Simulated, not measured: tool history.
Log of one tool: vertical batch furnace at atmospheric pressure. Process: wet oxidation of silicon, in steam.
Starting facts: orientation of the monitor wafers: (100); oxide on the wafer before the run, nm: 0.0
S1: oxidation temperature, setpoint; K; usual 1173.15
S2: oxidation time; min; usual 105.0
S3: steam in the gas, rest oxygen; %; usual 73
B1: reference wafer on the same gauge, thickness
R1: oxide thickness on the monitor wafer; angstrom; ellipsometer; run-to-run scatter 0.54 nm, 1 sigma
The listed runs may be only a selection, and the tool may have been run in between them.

run,hour,S1,S2,S3,B1,R1
1,0.0,1179.15,105.0,64,158.13,1808.0
2,23.8,1179.15,105.0,64,158.10,1806.0
3,42.7,1173.15,105.0,73,158.03,1870.7
4,62.6,1173.15,105.0,73,157.99,1875.2
5,82.0,1173.15,105.0,73,158.07,1879.1
6,94.2,1173.15,105.0,73,158.12,1871.0
7,125.9,1173.15,105.0,73,158.05,1872.7
8,138.8,1173.15,105.0,73,158.12,1883.8
9,169.6,1173.15,105.0,73,157.94,1879.0
10,196.2,1173.15,136.5,73,158.14,2345.9
11,211.0,1173.15,136.5,73,157.98,2336.8
12,239.9,1156.15,105.0,73,157.92,1473.9
# hour 297.1: thermocouples replaced and temperature profile calibrated
13,344.3,1173.15,105.0,73,157.80,1803.9
14,370.9,1173.15,105.0,73,157.99,1805.9
15,393.3,1173.15,105.0,73,158.22,1793.1
# hour 400.5: gauge calibrated
16,413.3,1173.15,105.0,73,158.09,1803.3
17,441.9,1173.15,105.0,78,158.03,1917.2
18,458.8,1166.15,151.5,73,158.24,2252.3
19,486.6,1149.15,105.0,73,158.06,1268.9
20,515.5,1151.15,88.5,78,158.06,1192.4
21,528.7,1184.15,54.0,80,158.09,1267.5
22,542.7,1173.15,91.5,70,157.89,1542.1
23,555.9,1173.15,105.0,66,158.02,1655.0
# hour 583.1: steam generator serviced
24,589.6,1173.15,120.5,73,157.93,2054.8
25,612.9,1173.15,105.0,73,158.06,1824.2
26,636.2,1173.15,105.0,69,157.88,1738.0
27,655.4,1173.15,105.0,73,157.87,1828.3
28,676.1,1173.15,105.0,73,158.07,1825.0
29,689.1,1173.15,105.0,73,158.01,1826.2
30,724.0,1182.15,68.5,84,157.92,1587.6
31,750.8,1184.15,105.0,78,157.90,2220.5
32,770.8,1173.15,105.0,73,158.08,1820.6
33,806.5,1173.15,105.0,62,158.03,1574.9
34,832.4,1156.15,136.0,76,157.89,1878.2
35,858.5,1173.15,105.0,73,158.20,1829.8

A few steps of R1 between consecutive runs. Split each: what settings, incoming material and random variation would produce without the hidden state, and what is left over for the hidden state, along with gauge scatter present in only one of the two compared results (measured, and without hidden state):
What the log doesn't record here: true tube temperature minus thermocouple reading, K; steam share off its setpoint, % of the setpoint; gauge reads high (%).
Run 9 -> 10: S2 105.0 -> 136.5. R1 +466.9 angstrom: hidden state +16.6, all else +450.3.
Run 11 -> 12: S1 1173.15 -> 1156.15, S2 136.5 -> 105.0. R1 -862.9 angstrom: hidden state -26.1, all else -836.8.
Run 12 -> 13: S1 1156.15 -> 1173.15, thermocouples replaced and temperature profile calibrated. R1 +330.0 angstrom: hidden state -68.5, all else +398.5.
Run 18 -> 19: S1 1166.15 -> 1149.15, S2 151.5 -> 105.0. R1 -983.4 angstrom: hidden state -5.4, all else -978.0.
Run 30 -> 31: S1 1182.15 -> 1184.15, S2 68.5 -> 105.0, S3 84 -> 78. R1 +632.9 angstrom: hidden state +9.0, all else +623.9.
